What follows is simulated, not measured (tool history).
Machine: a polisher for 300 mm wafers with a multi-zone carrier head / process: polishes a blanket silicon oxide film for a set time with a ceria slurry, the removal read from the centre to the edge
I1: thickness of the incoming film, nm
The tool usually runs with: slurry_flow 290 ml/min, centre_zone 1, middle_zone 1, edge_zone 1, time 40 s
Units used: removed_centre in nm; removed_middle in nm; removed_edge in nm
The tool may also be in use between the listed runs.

Run 1, day 0: usual settings; I1 1574.6. Result: removed_centre 193.5 nm, removed_middle 185.7 nm, removed_edge 182.5 nm.
Run 2, day 2.462: usual settings; I1 1570.4. Result: removed_centre 184.8 nm, removed_middle 178.6 nm, removed_edge 178.5 nm.
At day 4.304: worn pad replaced by a new one.
Run 3, day 4.833: usual settings; I1 1569.2. Result: removed_centre 201.7 nm, removed_middle 196.9 nm, removed_edge 194.8 nm.
At day 5.638: centre zone pressure recalibrated.
Run 4, day 6.954: usual settings; I1 1593.7. Result: removed_centre 198.2 nm, removed_middle 196.1 nm, removed_edge 195.2 nm.
Run 5, day 8.65: usual settings; I1 1566.1. Result: removed_centre 200.2 nm, removed_middle 191.7 nm, removed_edge 194.2 nm.
Run 6, day 10.729: usual settings but slurry_flow 365 ml/min, centre_zone 0.95, edge_zone 0.95, time 34 s; I1 1571.3. Result: removed_centre 166.2 nm, removed_middle 167.7 nm, removed_edge 158.4 nm.
At day 11.046: slurry nozzle cleaned.
Run 7, day 13.496: usual settings; I1 1562.4. Result: removed_centre 189.1 nm, removed_middle 189.5 nm, removed_edge 185.4 nm.
At day 15.417: carrier head's membrane replaced by a new one.
At day 15.583: edge zone pressure recalibrated.
Run 8, day 16.075: usual settings but slurry_flow 220 ml/min, centre_zone 0.9, middle_zone 1.08, edge_zone 1.07; I1 1544.2. Result: removed_centre 164.3 nm, removed_middle 186.3 nm, removed_edge 186 nm.
Run 9, day 18.842: usual settings; I1 1587. Result: removed_centre 179.5 nm, removed_middle 174.9 nm, removed_edge 178.8 nm.
Run 10, day 20.575: usual settings; I1 1594. Result: removed_centre 173.3 nm, removed_middle 167.1 nm, removed_edge 171.1 nm.
At day 21.017: worn pad replaced by a new one.
Run 11, day 21.788: usual settings but centre_zone 1.1, edge_zone 0.9, time 50 s; I1 1585.3. Result: removed_centre 262.7 nm, removed_middle 240.7 nm, removed_edge 229.2 nm.
Run 12, day 23.104: usual settings but slurry_flow 250 ml/min, middle_zone 1.09, edge_zone 0.93; I1 1595.9. Result: removed_centre 199.5 nm, removed_middle 205.7 nm, removed_edge 184.4 nm.
Run 13, day 24.454: usual settings but slurry_flow 330 ml/min, centre_zone 1.06, middle_zone 0.95, edge_zone 1.12; I1 1590. Result: removed_centre 206.5 nm, removed_middle 189.2 nm, removed_edge 205.2 nm.
At day 25.45: slurry nozzle cleaned.
Run 14, day 25.983: usual settings; I1 1577.8. Result: removed_centre 190.6 nm, removed_middle 195.5 nm, removed_edge 191.3 nm.
Run 15, day 27.233: usual settings but slurry_flow 330 ml/min, edge_zone 1.05, time 31 s; I1 1571.4. Result: removed_centre 147 nm, removed_middle 150.2 nm, removed_edge 151.4 nm.
Run 16, day 29.025: usual settings; I1 1566.3. Result: removed_centre 188.3 nm, removed_middle 190.3 nm, removed_edge 185.8 nm.
Run 17, day 31.358: usual settings; I1 1560.1. Result: removed_centre 186.1 nm, removed_middle 188 nm, removed_edge 184.6 nm.
Run 18, day 33.992: usual settings; I1 1572.9. Result: removed_centre 182.5 nm, removed_middle 179 nm, removed_edge 177.1 nm.
At day 35.842: edge zone pressure recalibrated.
At day 36.667: worn pad replaced by a new one.
At day 39.458: slurry nozzle cleaned.
Run 19, day 40.546: usual settings but centre_zone 1.07, time 48 s; I1 1583. Result: removed_centre 246.2 nm, removed_middle 227.3 nm, removed_edge 225.3 nm.
Run 20, day 43.3: usual settings but centre_zone 1.11, edge_zone 0.88; I1 1577. Result: removed_centre 206.4 nm, removed_middle 185.6 nm, removed_edge 175.5 nm.
Run 21, day 45.592: usual settings but middle_zone 1.05; I1 1581.4. Result: removed_centre 183.8 nm, removed_middle 190.4 nm, removed_edge 181.4 nm.
Run 22, day 47.462: usual settings but slurry_flow 315 ml/min, centre_zone 0.9, middle_zone 0.92; I1 1558.4. Result: removed_centre 175.3 nm, removed_middle 168.1 nm, removed_edge 178.8 nm.
Run 23, day 49.596: usual settings but slurry_flow 365 ml/min, middle_zone 1.05; I1 1573.1. Result: removed_centre 190 nm, removed_middle 185.8 nm, removed_edge 177.6 nm.

Here are 3 independent what-if runs from the current tool condition. What would each one return?
Run A, day 49.612: usual settings; I1 1599.7. Result: removed_centre ?, removed_middle ?, removed_edge ?.
Run B, day 49.612: usual settings but slurry_flow 340 ml/min, centre_zone 1.09, edge_zone 0.9, time 35 s; I1 1599.7. Result: removed_centre ?, removed_middle ?, removed_edge ?.
Run C, day 49.612: usual settings but time 46 s; I1 1599.7. Result: removed_centre ?, removed_middle ?, removed_edge ?.

run  removed_centre  removed_middle  removed_edge
  A           181.3           178.6         175.3
  B           170.8           158.5         147.6
  C           208.5           205.4         201.6
What these runs would have given with no unlogged condition in the tool:
run  removed_centre  removed_middle  removed_edge
  A           200.8           197.8         194.2
  B           189.2           175.5         163.5
  C           230.9           227.5         223.3
